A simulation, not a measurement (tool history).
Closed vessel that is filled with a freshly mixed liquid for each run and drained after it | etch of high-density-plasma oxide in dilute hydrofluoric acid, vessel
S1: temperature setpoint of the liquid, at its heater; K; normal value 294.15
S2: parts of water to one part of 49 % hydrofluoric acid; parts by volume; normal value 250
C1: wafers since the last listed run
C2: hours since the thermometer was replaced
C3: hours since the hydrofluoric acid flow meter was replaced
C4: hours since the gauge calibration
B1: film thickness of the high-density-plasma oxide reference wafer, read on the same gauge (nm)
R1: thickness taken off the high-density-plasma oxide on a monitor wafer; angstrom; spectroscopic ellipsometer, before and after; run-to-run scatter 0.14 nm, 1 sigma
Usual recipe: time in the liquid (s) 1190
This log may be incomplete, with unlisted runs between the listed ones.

{"run": 1, "day": 0.0, "S1": 294.15, "S2": 250, "time in the liquid (s)": 1190, "C1": 0, "C2": 981.7, "C3": 513.7, "C4": 1835.0, "B1": 110.02, "R1": 185.2}
{"run": 2, "day": 12.121, "S1": 294.15, "S2": 250, "time in the liquid (s)": 1190, "C1": 19601, "C2": 1272.6, "C3": 804.6, "C4": 2125.9, "B1": 110.05, "R1": 188.4}
{"run": 3, "day": 16.075, "S1": 294.15, "S2": 250, "time in the liquid (s)": 1190, "C1": 6394, "C2": 1367.5, "C3": 899.5, "C4": 2220.8, "B1": 110.01, "R1": 185.3}
{"run": 4, "day": 20.467, "S1": 294.15, "S2": 250, "time in the liquid (s)": 1190, "C1": 7101, "C2": 1472.9, "C3": 1004.9, "C4": 2326.2, "B1": 110.03, "R1": 187.3}
{"run": 5, "day": 22.033, "S1": 294.15, "S2": 250, "time in the liquid (s)": 1190, "C1": 2533, "C2": 1510.5, "C3": 1042.5, "C4": 2363.8, "B1": 109.98, "R1": 186.7}
{"run": 6, "day": 24.438, "S1": 294.15, "S2": 250, "time in the liquid (s)": 1190, "C1": 3887, "C2": 1568.2, "C3": 1100.2, "C4": 2421.5, "B1": 109.98, "R1": 187.2}
{"run": 7, "day": 28.088, "S1": 294.15, "S2": 210, "time in the liquid (s)": 1190, "C1": 5902, "C2": 1655.8, "C3": 1187.8, "C4": 2509.1, "B1": 110.01, "R1": 230.6}
{"run": 8, "day": 31.854, "S1": 294.15, "S2": 210, "time in the liquid (s)": 1190, "C1": 6091, "C2": 1746.2, "C3": 1278.2, "C4": 2599.5, "B1": 110.01, "R1": 230.5}
{"run": 9, "day": 34.85, "S1": 290.65, "S2": 250, "time in the liquid (s)": 1190, "C1": 4844, "C2": 1818.1, "C3": 1350.1, "C4": 2671.4, "B1": 110.05, "R1": 163.4}
{"run": 10, "day": 39.208, "S1": 292.15, "S2": 250, "time in the liquid (s)": 1190, "C1": 7048, "C2": 1922.7, "C3": 1454.7, "C4": 2776.0, "B1": 110.03, "R1": 173.3}
{"run": 11, "day": 42.5, "S1": 293.15, "S2": 250, "time in the liquid (s)": 1190, "C1": 5323, "C2": 2001.7, "C3": 1533.7, "C4": 2855.0, "B1": 110.04, "R1": 177.0}
{"run": 12, "day": 46.725, "S1": 293.15, "S2": 250, "time in the liquid (s)": 1190, "C1": 6832, "C2": 2103.1, "C3": 1635.1, "C4": 2956.4, "B1": 110.0, "R1": 179.1}
{"run": 13, "day": 50.558, "S1": 293.15, "S2": 250, "time in the liquid (s)": 1190, "C1": 6199, "C2": 2195.1, "C3": 1727.1, "C4": 3048.4, "B1": 109.98, "R1": 179.5}
{"run": 14, "day": 52.888, "S1": 294.15, "S2": 250, "time in the liquid (s)": 1190, "C1": 3766, "C2": 2251.0, "C3": 1783.0, "C4": 3104.3, "B1": 110.07, "R1": 186.3}
{"day": 57.896, "done": "gauge calibrated"}
{"run": 15, "day": 58.629, "S1": 294.15, "S2": 250, "time in the liquid (s)": 1190, "C1": 9285, "C2": 2388.8, "C3": 1920.8, "C4": 17.6, "B1": 109.97, "R1": 186.3}
{"run": 16, "day": 61.812, "S1": 291.15, "S2": 315, "time in the liquid (s)": 1190, "C1": 5147, "C2": 2465.2, "C3": 1997.2, "C4": 94.0, "B1": 110.02, "R1": 123.7}
{"run": 17, "day": 65.588, "S1": 294.15, "S2": 250, "time in the liquid (s)": 1190, "C1": 6104, "C2": 2555.8, "C3": 2087.8, "C4": 184.6, "B1": 110.0, "R1": 187.4}
{"run": 18, "day": 69.646, "S1": 294.15, "S2": 250, "time in the liquid (s)": 1190, "C1": 6562, "C2": 2653.2, "C3": 2185.2, "C4": 282.0, "B1": 110.02, "R1": 184.9}
{"run": 19, "day": 71.538, "S1": 293.15, "S2": 250, "time in the liquid (s)": 1190, "C1": 3059, "C2": 2698.6, "C3": 2230.6, "C4": 327.4, "B1": 110.03, "R1": 178.3}
{"day": 73.867, "done": "thermometer replaced"}
{"run": 20, "day": 75.421, "S1": 294.15, "S2": 170, "time in the liquid (s)": 750, "C1": 6212, "C2": 37.3, "C3": 2323.8, "C4": 420.6, "B1": 109.99, "R1": 185.2}
{"run": 21, "day": 78.871, "S1": 294.15, "S2": 330, "time in the liquid (s)": 1190, "C1": 5579, "C2": 120.1, "C3": 2406.6, "C4": 503.4, "B1": 110.02, "R1": 131.3}
{"run": 22, "day": 81.608, "S1": 294.15, "S2": 250, "time in the liquid (s)": 1190, "C1": 4426, "C2": 185.8, "C3": 2472.3, "C4": 569.1, "B1": 110.01, "R1": 184.1}
{"day": 81.65, "done": "hydrofluoric acid flow meter replaced"}
{"run": 23, "day": 83.629, "S1": 294.15, "S2": 155, "time in the liquid (s)": 605, "C1": 3200, "C2": 234.3, "C3": 47.5, "C4": 617.6, "B1": 109.98, "R1": 165.6}
{"run": 24, "day": 88.012, "S1": 294.15, "S2": 295, "time in the liquid (s)": 1190, "C1": 7088, "C2": 339.5, "C3": 152.7, "C4": 722.8, "B1": 109.97, "R1": 149.9}
{"run": 25, "day": 91.079, "S1": 291.15, "S2": 365, "time in the liquid (s)": 1505, "C1": 4959, "C2": 413.1, "C3": 226.3, "C4": 796.4, "B1": 110.0, "R1": 128.0}
{"run": 26, "day": 93.208, "S1": 294.15, "S2": 250, "time in the liquid (s)": 500, "C1": 3443, "C2": 464.2, "C3": 277.4, "C4": 847.5, "B1": 109.99, "R1": 77.5}
{"run": 27, "day": 95.825, "S1": 290.15, "S2": 250, "time in the liquid (s)": 655, "C1": 4231, "C2": 527.0, "C3": 340.2, "C4": 910.3, "B1": 109.99, "R1": 87.2}
{"run": 28, "day": 99.317, "S1": 294.15, "S2": 250, "time in the liquid (s)": 1190, "C1": 5646, "C2": 610.8, "C3": 424.0, "C4": 994.1, "B1": 110.01, "R1": 185.5}
{"run": 29, "day": 103.738, "S1": 294.15, "S2": 250, "time in the liquid (s)": 1190, "C1": 7149, "C2": 716.9, "C3": 530.1, "C4": 1100.2, "B1": 109.99, "R1": 185.9}
{"run": 30, "day": 107.258, "S1": 295.65, "S2": 330, "time in the liquid (s)": 780, "C1": 5693, "C2": 801.4, "C3": 614.6, "C4": 1184.7, "B1": 110.0, "R1": 89.4}

5 ways to go on from here, each from the tool as it stands after run 30. What would each give?
{"run": "A", "day": 107.3, "S1": 294.15, "S2": 250, "time in the liquid (s)": 1190, "C1": 67, "C2": 802.4, "C3": 615.6, "C4": 1185.7, "B1": "?", "R1": "?"}
{"run": "B", "day": 107.3, "S1": 294.15, "S2": 250, "time in the liquid (s)": 880, "C1": 67, "C2": 802.4, "C3": 615.6, "C4": 1185.7, "B1": "?", "R1": "?"}
{"run": "C", "day": 107.3, "S1": 296.15, "S2": 310, "time in the liquid (s)": 1815, "C1": 67, "C2": 802.4, "C3": 615.6, "C4": 1185.7, "B1": "?", "R1": "?"}
{"run": "D", "day": 107.3, "S1": 296.15, "S2": 300, "time in the liquid (s)": 690, "C1": 67, "C2": 802.4, "C3": 615.6, "C4": 1185.7, "B1": "?", "R1": "?"}
{"run": "E", "day": 107.3, "S1": 290.15, "S2": 250, "time in the liquid (s)": 790, "C1": 67, "C2": 802.4, "C3": 615.6, "C4": 1185.7, "B1": "?", "R1": "?"}

run=A B1=110.00 R1=185.5
run=B B1=110.00 R1=137.2
run=C B1=110.00 R1=231.7
run=D B1=110.00 R1=91.9
run=E B1=110.00 R1=105.8
Without the tool's hidden state the same runs would have given:
run=A R1=185.5
run=B R1=137.2
run=C R1=231.7
run=D R1=91.9
run=E R1=105.8
